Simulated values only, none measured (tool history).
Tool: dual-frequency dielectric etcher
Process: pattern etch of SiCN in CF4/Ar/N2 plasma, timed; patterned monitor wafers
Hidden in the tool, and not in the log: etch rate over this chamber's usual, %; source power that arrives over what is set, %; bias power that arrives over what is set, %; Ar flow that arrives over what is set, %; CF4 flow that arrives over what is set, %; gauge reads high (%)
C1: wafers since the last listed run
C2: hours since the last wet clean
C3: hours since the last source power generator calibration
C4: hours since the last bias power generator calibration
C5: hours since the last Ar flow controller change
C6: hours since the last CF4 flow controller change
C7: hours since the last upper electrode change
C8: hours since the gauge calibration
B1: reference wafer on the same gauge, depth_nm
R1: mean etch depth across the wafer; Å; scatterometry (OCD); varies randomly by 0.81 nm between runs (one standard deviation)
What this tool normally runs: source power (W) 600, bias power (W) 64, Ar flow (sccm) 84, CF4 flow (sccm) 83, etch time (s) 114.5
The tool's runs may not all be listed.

Run 1, hour 0: usual settings but bias power (W) 75, etch time (s) 123; C1 0; C2 151.1; C3 3628.4; C4 3230.9; C5 3003.2; C6 3557; C7 3970.7; C8 1353.3; B1 122.4. Result: R1 1435 Å.
Run 2, hour 37.1: usual settings but bias power (W) 75, etch time (s) 123; C1 293; C2 188.2; C3 3665.5; C4 3268; C5 3040.3; C6 3594.1; C7 4007.8; C8 1390.4; B1 122.5. Result: R1 1437 Å.
Run 3, hour 108.6: usual settings but Ar flow (sccm) 79; C1 566; C2 259.7; C3 3737; C4 3339.5; C5 3111.8; C6 3665.6; C7 4079.3; C8 1461.9; B1 122.2. Result: R1 1306 Å.
Run 4, hour 175.7: usual settings but Ar flow (sccm) 79; C1 531; C2 326.8; C3 3804.1; C4 3406.6; C5 3178.9; C6 3732.7; C7 4146.4; C8 1529; B1 122. Result: R1 1298 Å.
Run 5, hour 204.2: usual settings but Ar flow (sccm) 79; C1 225; C2 355.3; C3 3832.6; C4 3435.1; C5 3207.4; C6 3761.2; C7 4174.9; C8 1557.5; B1 122. Result: R1 1300 Å.
At hour 245.6: source power generator calibrated.
Run 6, hour 253.7: usual settings but etch time (s) 138.5; C1 360; C2 404.8; C3 8.1; C4 3484.6; C5 3256.9; C6 3810.7; C7 4224.4; C8 1607; B1 121.5. Result: R1 1552 Å.
Run 7, hour 302.3: usual settings but Ar flow (sccm) 97; C1 384; C2 453.4; C3 56.7; C4 3533.2; C5 3305.5; C6 3859.3; C7 4273; C8 1655.6; B1 121.6. Result: R1 1225 Å.
At hour 342.6: Ar flow controller replaced.
Run 8, hour 354.1: usual settings but Ar flow (sccm) 75, etch time (s) 92.5; C1 362; C2 505.2; C3 108.5; C4 3585; C5 11.5; C6 3911.1; C7 4324.8; C8 1707.4; B1 121.5. Result: R1 1062 Å.
Run 9, hour 409.9: usual settings but source power (W) 480, bias power (W) 54; C1 441; C2 561; C3 164.3; C4 3640.8; C5 67.3; C6 3966.9; C7 4380.6; C8 1763.2; B1 121.3. Result: R1 1017 Å.
At hour 413.2: gauge calibrated.
At hour 453.6: upper electrode replaced.
Run 10, hour 454.1: usual settings but bias power (W) 75, etch time (s) 123; C1 159; C2 605.2; C3 208.5; C4 3685; C5 111.5; C6 4011.1; C7 0.5; C8 40.9; B1 124.9. Result: R1 1476 Å.
At hour 516.1: wet clean of the chamber.
Run 11, hour 516.6: usual settings but bias power (W) 73, Ar flow (sccm) 75, CF4 flow (sccm) 99; C1 304; C2 0.5; C3 271; C4 3747.5; C5 174; C6 4073.6; C7 63; C8 103.4; B1 124.8. Result: R1 1435 Å.
Run 12, hour 565.4: usual settings but Ar flow (sccm) 73, CF4 flow (sccm) 93, etch time (s) 136; C1 386; C2 49.3; C3 319.8; C4 3796.3; C5 222.8; C6 4122.4; C7 111.8; C8 152.2; B1 124.6. Result: R1 1632 Å.
At hour 602.6: CF4 flow controller replaced.
Run 13, hour 707.5: usual settings but source power (W) 670, etch time (s) 139; C1 1077; C2 191.4; C3 461.9; C4 3938.4; C5 364.9; C6 104.9; C7 253.9; C8 294.3; B1 124.1. Result: R1 1712 Å.
Run 14, hour 742.8: usual settings but bias power (W) 77; C1 279; C2 226.7; C3 497.2; C4 3973.7; C5 400.2; C6 140.2; C7 289.2; C8 329.6; B1 123.9. Result: R1 1375 Å.
Run 15, hour 803.8: usual settings; C1 482; C2 287.7; C3 558.2; C4 4034.7; C5 461.2; C6 201.2; C7 350.2; C8 390.6; B1 123.7. Result: R1 1296 Å.
At hour 812.8: bias power generator calibrated.
Run 16, hour 866.3: usual settings but source power (W) 490, CF4 flow (sccm) 65; C1 463; C2 350.2; C3 620.7; C4 53.5; C5 523.7; C6 263.7; C7 412.7; C8 453.1; B1 123.6. Result: R1 1053 Å.
Run 17, hour 918.6: usual settings but CF4 flow (sccm) 74; C1 414; C2 402.5; C3 673; C4 105.8; C5 576; C6 316; C7 465; C8 505.4; B1 123.3. Result: R1 1272 Å.

Estimate the outcome of run 18 from the log above:
Run 18, hour 960.2: usual settings but Ar flow (sccm) 94, etch time (s) 139; C1 329; C2 444.1; C3 714.6; C4 147.4; C5 617.6; C6 357.6; C7 506.6; C8 547; B1 ?. Result: R1 ?.

B1: 123.3
R1: 1521 Å
With no hidden state in the tool, this same run would have given R1 1555 Å.
